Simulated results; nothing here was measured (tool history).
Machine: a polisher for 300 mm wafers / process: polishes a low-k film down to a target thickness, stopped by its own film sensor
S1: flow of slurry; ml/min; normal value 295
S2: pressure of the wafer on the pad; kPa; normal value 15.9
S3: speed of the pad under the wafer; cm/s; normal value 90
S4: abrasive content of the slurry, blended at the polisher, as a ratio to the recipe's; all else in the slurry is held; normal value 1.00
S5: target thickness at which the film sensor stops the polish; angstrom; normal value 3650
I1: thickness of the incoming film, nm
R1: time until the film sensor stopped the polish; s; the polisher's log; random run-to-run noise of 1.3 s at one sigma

{"run": 1, "day": 0.0, "S1": 295, "S2": 15.9, "S3": 90, "S4": 1.0, "S5": 3650, "I1": 407.5, "R1": 105.6}
{"run": 2, "day": 2.329, "S1": 295, "S2": 15.9, "S3": 90, "S4": 1.0, "S5": 3650, "I1": 398.9, "R1": 84.6}
{"run": 3, "day": 3.7, "S1": 250, "S2": 15.9, "S3": 108, "S4": 0.8, "S5": 3650, "I1": 399.4, "R1": 80.0}
{"run": 4, "day": 6.35, "S1": 335, "S2": 13.1, "S3": 114, "S4": 1.0, "S5": 3720, "I1": 402.1, "R1": 70.8}
{"run": 5, "day": 8.7, "S1": 195, "S2": 15.9, "S3": 74, "S4": 0.8, "S5": 3650, "I1": 394.8, "R1": 97.6}
{"day": 9.192, "done": "conditioning disc replaced and pad reconditioned"}
{"day": 11.429, "done": "slurry nozzle cleaned"}
{"day": 12.083, "done": "slurry blender recalibrated"}
{"day": 12.683, "done": "head pressure recalibrated"}
{"run": 6, "day": 14.338, "S1": 295, "S2": 15.9, "S3": 90, "S4": 1.0, "S5": 3650, "I1": 403.5, "R1": 96.8}
{"run": 7, "day": 15.746, "S1": 205, "S2": 15.9, "S3": 90, "S4": 1.2, "S5": 3650, "I1": 398.8, "R1": 84.2}
{"day": 16.808, "done": "worn pad replaced by a new one"}
{"run": 8, "day": 18.571, "S1": 295, "S2": 15.9, "S3": 90, "S4": 1.0, "S5": 3650, "I1": 405.3, "R1": 99.2}
{"run": 9, "day": 20.508, "S1": 250, "S2": 15.9, "S3": 80, "S4": 0.85, "S5": 3610, "I1": 392.9, "R1": 93.0}
{"run": 10, "day": 23.1, "S1": 295, "S2": 15.9, "S3": 90, "S4": 0.75, "S5": 3650, "I1": 394.6, "R1": 80.0}
{"day": 24.262, "done": "conditioning disc replaced and pad reconditioned"}
{"run": 11, "day": 25.733, "S1": 295, "S2": 12.4, "S3": 90, "S4": 0.85, "S5": 3650, "I1": 409.5, "R1": 133.9}
{"run": 12, "day": 26.825, "S1": 330, "S2": 15.9, "S3": 90, "S4": 1.0, "S5": 3710, "I1": 400.6, "R1": 76.2}

Run 13, settings as shown, results not yet in. Your forecast:
{"day": 27.233, "done": "slurry blender recalibrated"}
{"run": 13, "day": 29.571, "S1": 190, "S2": 15.9, "S3": 90, "S4": 1.0, "S5": 3710, "I1": 397.1, "R1": "?"}

Run 13 measured R1 70.0 s.
Minus the tool's unlogged condition, the same run would have read R1 65.6 s.

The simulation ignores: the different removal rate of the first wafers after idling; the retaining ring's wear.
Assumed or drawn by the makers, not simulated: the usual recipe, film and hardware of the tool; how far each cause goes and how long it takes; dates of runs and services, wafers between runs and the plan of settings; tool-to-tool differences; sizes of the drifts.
